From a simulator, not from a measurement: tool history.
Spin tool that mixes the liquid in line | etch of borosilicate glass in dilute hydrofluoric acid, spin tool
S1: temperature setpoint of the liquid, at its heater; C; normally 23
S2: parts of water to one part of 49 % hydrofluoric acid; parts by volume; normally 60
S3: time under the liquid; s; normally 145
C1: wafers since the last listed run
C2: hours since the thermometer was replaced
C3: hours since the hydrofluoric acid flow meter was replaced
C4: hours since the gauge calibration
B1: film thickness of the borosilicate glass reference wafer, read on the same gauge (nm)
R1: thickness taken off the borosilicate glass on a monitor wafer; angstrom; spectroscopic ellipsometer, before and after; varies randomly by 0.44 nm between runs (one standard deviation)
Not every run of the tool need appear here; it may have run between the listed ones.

| run | hour | S1 | S2 | S3 | C1 | C2 | C3 | C4 | B1 | R1 |
|---|---|---|---|---|---|---|---|---|---|---|
| 1 | 0 | 23 | 60 | 145 | 0 | 741 | 2195.6 | 820.7 | 100.01 | 501.9 |
|  | 32.1 | thermometer replaced |
| 2 | 78.3 | 23 | 60 | 145 | 497 | 46.2 | 2273.9 | 899 | 100.02 | 494.1 |
| 3 | 129 | 23 | 60 | 145 | 326 | 96.9 | 2324.6 | 949.7 | 99.98 | 494.4 |
|  | 176.5 | gauge calibrated |
| 4 | 191.3 | 23 | 60 | 145 | 401 | 159.2 | 2386.9 | 14.8 | 99.98 | 495.5 |
| 5 | 281.5 | 23 | 60 | 145 | 580 | 249.4 | 2477.1 | 105 | 100 | 498.2 |
| 6 | 327.3 | 24.5 | 60 | 145 | 294 | 295.2 | 2522.9 | 150.8 | 100 | 533.8 |
| 7 | 364.7 | 24.5 | 60 | 145 | 240 | 332.6 | 2560.3 | 188.2 | 100.03 | 532.4 |
| 8 | 462.2 | 21 | 60 | 145 | 627 | 430.1 | 2657.8 | 285.7 | 100 | 457.5 |
| 9 | 536 | 25.5 | 60 | 145 | 475 | 503.9 | 2731.6 | 359.5 | 100 | 545.5 |
|  | 544.7 | hydrofluoric acid flow meter replaced |
| 10 | 635.7 | 25.5 | 60 | 145 | 635 | 603.6 | 91 | 459.2 | 100.02 | 506.6 |
| 11 | 678.2 | 23 | 60 | 145 | 273 | 646.1 | 133.5 | 501.7 | 100.02 | 454.2 |
| 12 | 759.2 | 25.5 | 80 | 145 | 521 | 727.1 | 214.5 | 582.7 | 100.01 | 363.1 |
| 13 | 810.4 | 24.5 | 35 | 145 | 329 | 778.3 | 265.7 | 633.9 | 99.97 | 864.3 |
|  | 841.3 | thermometer replaced |
| 14 | 863.3 | 23 | 60 | 120 | 334 | 22 | 318.6 | 686.8 | 99.97 | 370.1 |
|  | 871.1 | hydrofluoric acid flow meter replaced, repeated, since the last time left the tool worse |
| 15 | 928.2 | 19.5 | 60 | 145 | 411 | 86.9 | 57.1 | 751.7 | 100 | 467.3 |
| 16 | 969.4 | 23 | 40 | 215 | 265 | 128.1 | 98.3 | 792.9 | 100 | 1226.4 |
| 17 | 1026.7 | 23 | 60 | 145 | 369 | 185.4 | 155.6 | 850.2 | 99.99 | 533.8 |
|  | 1032.1 | gauge calibrated |
| 18 | 1074.3 | 23 | 60 | 145 | 306 | 233 | 203.2 | 42.2 | 100 | 533.4 |
| 19 | 1137.3 | 23 | 40 | 215 | 405 | 296 | 266.2 | 105.2 | 99.99 | 1206.9 |
| 20 | 1222.7 | 21.5 | 45 | 80 | 549 | 381.4 | 351.6 | 190.6 | 100 | 374.9 |
| 21 | 1261.1 | 23 | 35 | 145 | 247 | 419.8 | 390 | 229 | 99.97 | 947.5 |
| 22 | 1365 | 23 | 60 | 145 | 669 | 523.7 | 493.9 | 332.9 | 99.99 | 532 |

Predict each of these 5 candidate next runs independently; none follows another, all start after run 22:
| A | 1365.5 | 23 | 60 | 145 | 3 | 524.2 | 494.4 | 333.4 | ? | ? |
| B | 1365.5 | 23 | 30 | 145 | 3 | 524.2 | 494.4 | 333.4 | ? | ? |
| C | 1365.5 | 18 | 45 | 85 | 3 | 524.2 | 494.4 | 333.4 | ? | ? |
| D | 1365.5 | 25.5 | 75 | 145 | 3 | 524.2 | 494.4 | 333.4 | ? | ? |
| E | 1365.5 | 23 | 60 | 205 | 3 | 524.2 | 494.4 | 333.4 | ? | ? |

| run | B1 | R1 |
|---|---|---|
| A | 99.98 | 534 |
| B | 99.98 | 1111.1 |
| C | 99.98 | 344.3 |
| D | 99.98 | 463.3 |
| E | 99.98 | 754.9 |
Had the tool no hidden state, the same runs would have come out as:
| run | R1 |
|---|---|
| A | 547.1 |
| B | 1137.7 |
| C | 352.6 |
| D | 475 |
| E | 773.5 |
